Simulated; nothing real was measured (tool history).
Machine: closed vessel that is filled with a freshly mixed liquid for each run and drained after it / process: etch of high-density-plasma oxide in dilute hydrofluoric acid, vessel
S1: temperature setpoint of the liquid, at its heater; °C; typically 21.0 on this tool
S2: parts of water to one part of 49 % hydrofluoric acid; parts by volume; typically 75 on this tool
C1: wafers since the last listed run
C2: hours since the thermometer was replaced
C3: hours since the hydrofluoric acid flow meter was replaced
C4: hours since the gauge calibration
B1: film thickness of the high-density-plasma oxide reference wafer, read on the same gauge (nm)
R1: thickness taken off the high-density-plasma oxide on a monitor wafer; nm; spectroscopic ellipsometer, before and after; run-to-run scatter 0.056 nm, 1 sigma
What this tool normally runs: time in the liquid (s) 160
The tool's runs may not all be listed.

run 1 hour=0.0 | S1=19.0 S2=75 time_in_the_liquid_(s)=160 | C1=0 C2=2186.0 C3=1398.2 C4=2602.4 | B1=89.98 | R1=11.91
run 2 hour=93.5 | S1=21.0 S2=75 time_in_the_liquid_(s)=160 | C1=9682 C2=2279.5 C3=1491.7 C4=2695.9 | B1=89.99 | R1=12.88
-- hour=145.2 thermometer replaced
run 3 hour=153.6 | S1=17.5 S2=75 time_in_the_liquid_(s)=160 | C1=6120 C2=8.4 C3=1551.8 C4=2756.0 | B1=90.00 | R1=10.56
run 4 hour=193.7 | S1=17.5 S2=75 time_in_the_liquid_(s)=160 | C1=4152 C2=48.5 C3=1591.9 C4=2796.1 | B1=90.00 | R1=10.51
run 5 hour=296.6 | S1=21.0 S2=75 time_in_the_liquid_(s)=160 | C1=10655 C2=151.4 C3=1694.8 C4=2899.0 | B1=90.00 | R1=12.36
run 6 hour=352.7 | S1=21.0 S2=75 time_in_the_liquid_(s)=160 | C1=5809 C2=207.5 C3=1750.9 C4=2955.1 | B1=90.03 | R1=12.32
-- hour=364.9 gauge calibrated
run 7 hour=401.0 | S1=21.0 S2=75 time_in_the_liquid_(s)=160 | C1=5001 C2=255.8 C3=1799.2 C4=36.1 | B1=89.99 | R1=12.22
run 8 hour=505.7 | S1=21.0 S2=75 time_in_the_liquid_(s)=160 | C1=10842 C2=360.5 C3=1903.9 C4=140.8 | B1=89.99 | R1=12.37
run 9 hour=568.2 | S1=21.0 S2=75 time_in_the_liquid_(s)=225 | C1=6472 C2=423.0 C3=1966.4 C4=203.3 | B1=90.00 | R1=17.25
run 10 hour=616.8 | S1=21.0 S2=90 time_in_the_liquid_(s)=200 | C1=5032 C2=471.6 C3=2015.0 C4=251.9 | B1=89.99 | R1=12.66
run 11 hour=722.6 | S1=21.0 S2=75 time_in_the_liquid_(s)=120 | C1=10956 C2=577.4 C3=2120.8 C4=357.7 | B1=89.98 | R1=9.24
run 12 hour=801.9 | S1=21.0 S2=75 time_in_the_liquid_(s)=160 | C1=8211 C2=656.7 C3=2200.1 C4=437.0 | B1=89.98 | R1=12.42
-- hour=820.8 hydrofluoric acid flow meter replaced
run 13 hour=907.4 | S1=21.0 S2=95 time_in_the_liquid_(s)=160 | C1=10821 C2=762.2 C3=86.6 C4=542.5 | B1=89.98 | R1=9.69
run 14 hour=993.7 | S1=21.0 S2=65 time_in_the_liquid_(s)=250 | C1=8936 C2=848.5 C3=172.9 C4=628.8 | B1=90.02 | R1=23.03
run 15 hour=1048.9 | S1=25.5 S2=75 time_in_the_liquid_(s)=160 | C1=5716 C2=903.7 C3=228.1 C4=684.0 | B1=90.00 | R1=15.26
run 16 hour=1098.3 | S1=17.0 S2=75 time_in_the_liquid_(s)=90 | C1=5115 C2=953.1 C3=277.5 C4=733.4 | B1=89.96 | R1=6.09
run 17 hour=1151.9 | S1=21.0 S2=75 time_in_the_liquid_(s)=160 | C1=5550 C2=1006.7 C3=331.1 C4=787.0 | B1=90.00 | R1=12.65
run 18 hour=1191.6 | S1=23.5 S2=50 time_in_the_liquid_(s)=115 | C1=4111 C2=1046.4 C3=370.8 C4=826.7 | B1=90.00 | R1=15.59
run 19 hour=1247.6 | S1=23.5 S2=75 time_in_the_liquid_(s)=105 | C1=5799 C2=1102.4 C3=426.8 C4=882.7 | B1=89.98 | R1=9.21
run 20 hour=1289.4 | S1=21.0 S2=35 time_in_the_liquid_(s)=115 | C1=4328 C2=1144.2 C3=468.6 C4=924.5 | B1=90.00 | R1=20.59
run 21 hour=1384.0 | S1=25.0 S2=85 time_in_the_liquid_(s)=255 | C1=9796 C2=1238.8 C3=563.2 C4=1019.1 | B1=90.01 | R1=20.78
run 22 hour=1457.0 | S1=17.0 S2=40 time_in_the_liquid_(s)=215 | C1=7559 C2=1311.8 C3=636.2 C4=1092.1 | B1=90.01 | R1=28.28
run 23 hour=1521.9 | S1=21.0 S2=75 time_in_the_liquid_(s)=245 | C1=6720 C2=1376.7 C3=701.1 C4=1157.0 | B1=90.02 | R1=19.61
run 24 hour=1594.4 | S1=21.0 S2=75 time_in_the_liquid_(s)=200 | C1=7507 C2=1449.2 C3=773.6 C4=1229.5 | B1=89.99 | R1=16.09
run 25 hour=1648.9 | S1=17.0 S2=75 time_in_the_liquid_(s)=160 | C1=5643 C2=1503.7 C3=828.1 C4=1284.0 | B1=90.02 | R1=10.87
run 26 hour=1710.6 | S1=21.0 S2=75 time_in_the_liquid_(s)=160 | C1=6389 C2=1565.4 C3=889.8 C4=1345.7 | B1=89.99 | R1=12.86
run 27 hour=1752.0 | S1=17.0 S2=95 time_in_the_liquid_(s)=185 | C1=4287 C2=1606.8 C3=931.2 C4=1387.1 | B1=90.02 | R1=9.65
run 28 hour=1803.1 | S1=21.0 S2=105 time_in_the_liquid_(s)=160 | C1=5291 C2=1657.9 C3=982.3 C4=1438.2 | B1=90.02 | R1=8.83
run 29 hour=1852.4 | S1=21.0 S2=75 time_in_the_liquid_(s)=160 | C1=5105 C2=1707.2 C3=1031.6 C4=1487.5 | B1=90.01 | R1=12.82
run 30 hour=1895.7 | S1=19.0 S2=110 time_in_the_liquid_(s)=90 | C1=4483 C2=1750.5 C3=1074.9 C4=1530.8 | B1=90.00 | R1=4.35
run 31 hour=1983.3 | S1=23.5 S2=110 time_in_the_liquid_(s)=160 | C1=9071 C2=1838.1 C3=1162.5 C4=1618.4 | B1=89.99 | R1=9.24
run 32 hour=2038.9 | S1=21.0 S2=75 time_in_the_liquid_(s)=160 | C1=5757 C2=1893.7 C3=1218.1 C4=1674.0 | B1=89.99 | R1=12.94
run 33 hour=2097.0 | S1=24.0 S2=35 time_in_the_liquid_(s)=215 | C1=6016 C2=1951.8 C3=1276.2 C4=1732.1 | B1=90.00 | R1=44.38

Alternative continuations, all from the tool just after run 33; predict every row:
run A hour=2097.7 | S1=23.0 S2=75 time_in_the_liquid_(s)=160 | C1=72 C2=1952.5 C3=1276.9 C4=1732.8 | B1=? | R1=?
run B hour=2097.7 | S1=23.5 S2=60 time_in_the_liquid_(s)=160 | C1=72 C2=1952.5 C3=1276.9 C4=1732.8 | B1=? | R1=?
run C hour=2097.7 | S1=22.5 S2=40 time_in_the_liquid_(s)=120 | C1=72 C2=1952.5 C3=1276.9 C4=1732.8 | B1=? | R1=?

run=A B1=90.00 R1=13.98
run=B B1=90.00 R1=18.19
run=C B1=90.00 R1=20.17
Without the tool's hidden state the same runs would have given:
run=A R1=13.44
run=B R1=17.48
run=C R1=19.36
